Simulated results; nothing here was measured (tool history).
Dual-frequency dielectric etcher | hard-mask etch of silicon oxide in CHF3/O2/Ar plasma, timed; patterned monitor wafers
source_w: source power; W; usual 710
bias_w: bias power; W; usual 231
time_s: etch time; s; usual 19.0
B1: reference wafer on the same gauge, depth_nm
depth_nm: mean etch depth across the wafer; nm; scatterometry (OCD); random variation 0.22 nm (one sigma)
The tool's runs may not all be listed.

{"run": 1, "day": 0.0, "source_w": 710, "bias_w": 231, "time_s": 19.0, "B1": 50.34, "depth_nm": 42.5}
{"run": 2, "day": 1.912, "source_w": 710, "bias_w": 231, "time_s": 19.0, "B1": 50.19, "depth_nm": 42.42}
{"run": 3, "day": 4.717, "source_w": 710, "bias_w": 231, "time_s": 19.0, "B1": 50.1, "depth_nm": 42.27}
{"day": 5.775, "done": "source power generator calibrated"}
{"run": 4, "day": 11.458, "source_w": 710, "bias_w": 231, "time_s": 19.0, "B1": 49.92, "depth_nm": 42.08}
{"day": 12.917, "done": "wet clean of the chamber"}
{"run": 5, "day": 12.938, "source_w": 760, "bias_w": 257, "time_s": 19.0, "B1": 49.76, "depth_nm": 44.24}
{"run": 6, "day": 14.846, "source_w": 760, "bias_w": 257, "time_s": 19.0, "B1": 49.72, "depth_nm": 44.14}
{"day": 16.346, "done": "upper electrode replaced"}
{"run": 7, "day": 16.504, "source_w": 710, "bias_w": 231, "time_s": 19.0, "B1": 49.77, "depth_nm": 42.13}
{"day": 19.021, "done": "bias power generator calibrated"}
{"run": 8, "day": 23.804, "source_w": 710, "bias_w": 231, "time_s": 19.0, "B1": 49.44, "depth_nm": 41.57}
{"run": 9, "day": 26.479, "source_w": 530, "bias_w": 231, "time_s": 22.0, "B1": 49.18, "depth_nm": 44.34}
{"run": 10, "day": 28.708, "source_w": 710, "bias_w": 200, "time_s": 19.0, "B1": 49.18, "depth_nm": 40.05}
{"run": 11, "day": 31.271, "source_w": 710, "bias_w": 213, "time_s": 24.5, "B1": 49.11, "depth_nm": 52.35}
{"run": 12, "day": 33.408, "source_w": 710, "bias_w": 185, "time_s": 19.0, "B1": 49.11, "depth_nm": 38.93}
{"day": 33.754, "done": "gauge calibrated"}
{"run": 13, "day": 34.546, "source_w": 710, "bias_w": 280, "time_s": 19.0, "B1": 51.47, "depth_nm": 45.96}
{"day": 37.271, "done": "wet clean of the chamber"}
{"run": 14, "day": 37.292, "source_w": 710, "bias_w": 231, "time_s": 16.5, "B1": 51.46, "depth_nm": 37.87}
{"run": 15, "day": 39.542, "source_w": 710, "bias_w": 231, "time_s": 19.0, "B1": 51.4, "depth_nm": 43.37}

Run 16 comes next. What will it give?
{"run": 16, "day": 41.875, "source_w": 710, "bias_w": 231, "time_s": 23.5, "B1": "?", "depth_nm": "?"}

{"run 16": {"B1": 51.36, "depth_nm": 53.86}}
Without the tool's hidden state the same run would have given depth_nm 54.10 nm.
